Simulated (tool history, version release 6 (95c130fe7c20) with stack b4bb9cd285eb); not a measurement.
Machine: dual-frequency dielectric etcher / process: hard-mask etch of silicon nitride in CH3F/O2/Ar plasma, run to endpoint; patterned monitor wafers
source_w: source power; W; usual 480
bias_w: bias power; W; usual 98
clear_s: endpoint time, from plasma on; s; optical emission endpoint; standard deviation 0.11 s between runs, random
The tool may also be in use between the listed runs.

run	hour	source_w	bias_w	incoming incoming film thickness, nm	clear_s
1	0.0	480	109	29.15	36.2
2	12.6	480	109	29.29	37.1
3	45.1	480	109	29.49	37.3
4	59.9	480	98	29.07	37.7
5	83.5	480	98	29.19	38.1
6	115.7	480	80	29.08	39.8
7	131.0	480	98	29.04	37.9
8	147.7	480	98	29.02	37.6
9	167.7	480	98	29.35	37.9
10	183.3	480	98	29.51	38.1
11	201.0	480	98	28.95	37.5
12	215.0	480	98	28.79	37.2
13	246.7	480	98	29.23	37.7
14	262.5	480	98	29.06	37.6
15	292.6	480	98	29.22	37.7
16	325.0	570	98	29.19	34.5
17	378.3	570	98	29.10	34.9
18	378.7	480	98	29.42	38.3
19	412.3	480	98	29.17	38.2
20	431.7	480	98	29.37	38.2
21	461.5	520	98	29.29	36.7
22	483.4	480	121	28.83	35.4
23	506.7	480	109	29.32	37.1
24	582.5	450	98	29.06	39.0
25	614.3	480	77	28.95	39.6
26	636.7	400	90	28.97	42.0
27	650.3	370	87	29.21	44.8
28	681.7	580	107	29.26	33.6
29	698.8	520	74	29.01	38.4
30	731.4	420	89	28.95	41.4
31	748.9	480	109	29.28	37.0
32	763.5	390	110	29.30	41.4
33	789.3	480	98	29.03	37.7
34	807.1	380	84	29.06	44.4
35	834.5	530	98	29.03	35.9
36	868.4	590	83	29.16	35.4

The log once held 6 entries between its listed runs, left out of this copy. Where does each go, and what is different about the tool's unlogged condition between the listed run before it and the listed run after it?
Logged between run 1 and run 2: wet clean of the chamber (hour 2.6)
  etch rate over this chamber's usual, %: 2.14 -> -0.157
  measured less the result without the state, clear_s: -0.8 -> +0.0 s
Logged between run 16 and run 17: bias power generator calibrated (hour 333.9); wet clean of the chamber (hour 377.8)
  etch rate over this chamber's usual, %: 1.22 -> -0.265
  measured less the result without the state, clear_s: -0.4 -> +0.1 s
Logged between run 18 and run 19: upper electrode replaced (hour 411.8)
  etch rate over this chamber's usual, %: -0.264 -> -0.116
  measured less the result without the state, clear_s: +0.1 -> +0.1 s
Logged between run 19 and run 20: source power generator calibrated (hour 421.4)
  etch rate over this chamber's usual, %: -0.116 -> -0.03
  measured less the result without the state, clear_s: +0.1 -> +0.0 s
Logged between run 29 and run 30: wet clean of the chamber (hour 730.9)
  etch rate over this chamber's usual, %: 1.15 -> 0.12
  measured less the result without the state, clear_s: -0.5 -> +0.0 s

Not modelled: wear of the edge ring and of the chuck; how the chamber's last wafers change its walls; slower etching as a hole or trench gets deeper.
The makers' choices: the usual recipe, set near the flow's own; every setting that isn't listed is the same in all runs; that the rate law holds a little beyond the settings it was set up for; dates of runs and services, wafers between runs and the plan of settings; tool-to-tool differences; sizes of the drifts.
